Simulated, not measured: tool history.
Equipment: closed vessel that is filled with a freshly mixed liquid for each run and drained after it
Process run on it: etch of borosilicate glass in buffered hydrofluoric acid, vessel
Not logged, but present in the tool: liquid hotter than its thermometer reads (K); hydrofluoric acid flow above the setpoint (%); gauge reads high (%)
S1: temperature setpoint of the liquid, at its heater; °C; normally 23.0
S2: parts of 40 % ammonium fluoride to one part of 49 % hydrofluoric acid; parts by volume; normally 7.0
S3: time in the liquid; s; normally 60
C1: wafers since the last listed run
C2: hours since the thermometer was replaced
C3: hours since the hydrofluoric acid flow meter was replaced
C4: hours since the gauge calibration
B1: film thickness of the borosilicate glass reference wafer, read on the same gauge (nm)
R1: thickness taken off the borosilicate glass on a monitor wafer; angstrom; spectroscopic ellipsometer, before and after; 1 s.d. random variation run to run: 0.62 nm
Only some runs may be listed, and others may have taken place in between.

run,day,S1,S2,S3,C1,C2,C3,C4,B1,R1
1,0.000,23.0,7.0,60,0,450.0,298.7,192.5,120.03,1039.3
2,2.825,23.0,7.0,60,10020,517.8,366.5,260.3,119.95,1040.8
3,3.829,23.0,7.0,60,3561,541.9,390.6,284.4,119.97,1038.3
4,6.046,23.0,7.0,60,7862,595.1,443.8,337.6,120.00,1053.1
5,8.429,23.0,7.0,70,8453,652.3,501.0,394.8,120.02,1235.5
6,10.954,23.0,7.0,60,8956,712.9,561.6,455.4,119.97,1061.6
# day 11.717: gauge calibrated
7,13.288,23.0,7.0,60,8276,768.9,617.6,37.7,120.03,1072.3
8,14.617,23.0,7.0,60,4714,800.8,649.5,69.6,120.02,1074.5
9,15.979,27.5,8.0,45,4832,833.5,682.2,102.3,120.00,887.3
10,17.050,19.5,8.5,60,3798,859.2,707.9,128.0,120.05,731.1
11,19.788,23.0,7.0,60,9710,924.9,773.6,193.7,119.93,1096.2
12,22.671,23.0,7.0,60,10227,994.1,842.8,262.9,119.99,1091.6
# day 25.371: thermometer replaced
# day 26.942: hydrofluoric acid flow meter replaced
13,29.317,19.0,5.0,45,23278,94.7,57.0,422.4,120.04,799.3

For run 14, what comes out?
# day 30.667: gauge calibrated
14,32.696,25.5,9.5,60,11986,175.8,138.1,48.7,?,?

{"run 14": {"B1": 119.99, "R1": 831.4}}
If the tool had no hidden condition, the same run with the same run-to-run variation would have returned R1 813.6 angstrom.
